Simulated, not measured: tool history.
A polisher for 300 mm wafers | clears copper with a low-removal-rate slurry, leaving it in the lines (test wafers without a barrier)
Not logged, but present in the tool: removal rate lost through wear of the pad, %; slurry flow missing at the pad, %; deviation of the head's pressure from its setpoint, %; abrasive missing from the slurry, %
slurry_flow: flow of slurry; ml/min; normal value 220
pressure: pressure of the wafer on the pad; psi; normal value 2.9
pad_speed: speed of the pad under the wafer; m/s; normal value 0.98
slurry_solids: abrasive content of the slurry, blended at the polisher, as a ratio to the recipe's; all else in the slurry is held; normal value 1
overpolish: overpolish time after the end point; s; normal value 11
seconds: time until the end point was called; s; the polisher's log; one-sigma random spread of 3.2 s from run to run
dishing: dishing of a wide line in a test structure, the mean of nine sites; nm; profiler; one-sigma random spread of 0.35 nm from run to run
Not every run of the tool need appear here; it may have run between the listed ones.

| run | hour | slurry_flow | pressure | pad_speed | slurry_solids | overpolish | wafers since the last listed run | wafers polished on this pad | hours since the slurry nozzle was cleaned | hours since the head pressure was calibrated | hours since the slurry blender was calibrated | incoming thickness of the incoming film, nm | seconds | dishing |
|---|---|---|---|---|---|---|---|---|---|---|---|---|---|---|
| 1 | 0 | 220 | 2.9 | 0.98 | 1 | 11 | 0 | 3455 | 205.7 | 1032.9 | 416.6 | 440.1 | 183 | 16.1 |
| 2 | 45.1 | 220 | 2.9 | 0.98 | 1 | 11 | 220 | 3675 | 250.8 | 1078 | 461.7 | 441.2 | 179.8 | 15.8 |
| 3 | 99.5 | 200 | 2.9 | 0.98 | 1 | 11 | 265 | 3941 | 305.2 | 1132.4 | 516.1 | 438.3 | 182.8 | 16.1 |
| 4 | 192.4 | 220 | 3.4 | 0.98 | 1 | 11 | 453 | 4394 | 398.1 | 1225.3 | 609 | 445.7 | 164 | 17.9 |
|  | 202 | worn pad replaced by a new one |
|  | 212 | head pressure recalibrated |
| 5 | 266.5 | 220 | 3.4 | 0.98 | 1 | 11 | 332 | 305 | 472.2 | 54.5 | 683.1 | 431.8 | 156.3 | 17.8 |
|  | 281 | slurry blender recalibrated |
| 6 | 372.7 | 220 | 2.9 | 0.98 | 0.85 | 11 | 508 | 813 | 578.4 | 160.7 | 91.7 | 443.3 | 180.6 | 16.4 |
| 7 | 454 | 220 | 2.9 | 0.98 | 0.85 | 11 | 397 | 1210 | 659.7 | 242 | 173 | 441.4 | 178.3 | 15.8 |
| 8 | 533.9 | 220 | 2.9 | 0.98 | 1 | 11 | 390 | 1601 | 739.6 | 321.9 | 252.9 | 432.9 | 171.2 | 16 |
| 9 | 638.8 | 220 | 2.9 | 0.98 | 1 | 11 | 512 | 2113 | 844.5 | 426.8 | 357.8 | 443.5 | 181.1 | 16 |
|  | 667.9 | slurry nozzle cleaned |
| 10 | 691.1 | 220 | 2.9 | 0.98 | 1 | 11 | 250 | 2364 | 23.2 | 479.1 | 410.1 | 441.1 | 183.9 | 15.4 |
| 11 | 773.5 | 220 | 2.9 | 0.98 | 0.8 | 11 | 402 | 2766 | 105.6 | 561.5 | 492.5 | 441 | 189.4 | 15.6 |
|  | 1040.4 | slurry blender recalibrated |
|  | 1044.1 | worn pad replaced by a new one |
| 12 | 1061.7 | 220 | 2.2 | 0.98 | 1 | 7 | 1379 | 85 | 393.8 | 849.7 | 21.3 | 435.9 | 230.9 | 9.3 |
| 13 | 1163.2 | 220 | 2.9 | 0.98 | 1 | 11 | 495 | 581 | 495.3 | 951.2 | 122.8 | 443.2 | 175.1 | 16.3 |
| 14 | 1338.6 | 220 | 3.7 | 0.98 | 1 | 11 | 856 | 1438 | 670.7 | 1126.6 | 298.2 | 441 | 139.2 | 18.8 |
| 15 | 1391.9 | 220 | 3.6 | 0.98 | 1 | 7 | 260 | 1698 | 724 | 1179.9 | 351.5 | 434.9 | 143.4 | 14.1 |
|  | 1408.8 | slurry nozzle cleaned |
| 16 | 1444.9 | 150 | 2.5 | 0.78 | 1.15 | 11 | 253 | 1952 | 36.1 | 1232.9 | 404.5 | 438.9 | 270.7 | 11.8 |
|  | 1507.4 | head pressure recalibrated |
| 17 | 1539.5 | 185 | 2.9 | 0.66 | 1 | 15 | 452 | 2404 | 130.7 | 32.1 | 499.1 | 434.4 | 265.4 | 14.5 |
|  | 1747.3 | slurry blender recalibrated |
| 18 | 1812.9 | 180 | 2.9 | 0.8 | 1 | 16 | 1325 | 3730 | 404.1 | 305.5 | 65.6 | 438.4 | 217.5 | 17.3 |
|  | 1880.7 | worn pad replaced by a new one |
| 19 | 1916.7 | 220 | 2.9 | 0.98 | 1 | 6 | 487 | 175 | 507.9 | 409.3 | 169.4 | 443.9 | 173.7 | 10.7 |
| 20 | 2013.2 | 220 | 3.4 | 0.98 | 1 | 7 | 471 | 646 | 604.4 | 505.8 | 265.9 | 435.2 | 151.2 | 13 |
| 21 | 2120.2 | 220 | 2.9 | 1.2 | 1 | 11 | 522 | 1169 | 711.4 | 612.8 | 372.9 | 439.6 | 143.6 | 17.8 |
|  | 2153.6 | slurry nozzle cleaned |
| 22 | 2158.6 | 255 | 2.5 | 0.98 | 1 | 11 | 182 | 1352 | 5 | 651.2 | 411.3 | 433.1 | 203.6 | 14.8 |
| 23 | 2246.3 | 220 | 2.3 | 1.18 | 1 | 11 | 428 | 1780 | 92.7 | 738.9 | 499 | 437.5 | 183.3 | 15.6 |
| 24 | 2303.3 | 165 | 3.6 | 1.24 | 1 | 11 | 278 | 2058 | 149.7 | 795.9 | 556 | 445.4 | 119.8 | 20.3 |
| 25 | 2355.8 | 220 | 1.9 | 0.98 | 1 | 11 | 256 | 2315 | 202.2 | 848.4 | 608.5 | 437.1 | 284.9 | 11.5 |

Predict the results of run 26:
| 26 | 2478.6 | 220 | 3.3 | 0.98 | 1 | 17 | 599 | 2915 | 325 | 971.2 | 731.3 | 441.3 | ? | ? |

{"run 26": {"seconds": 161.7, "dishing": 21}}
With the hidden condition absent and the run-to-run variation left alone, this run would have shown seconds 150.4 s, dishing 21.7 nm.
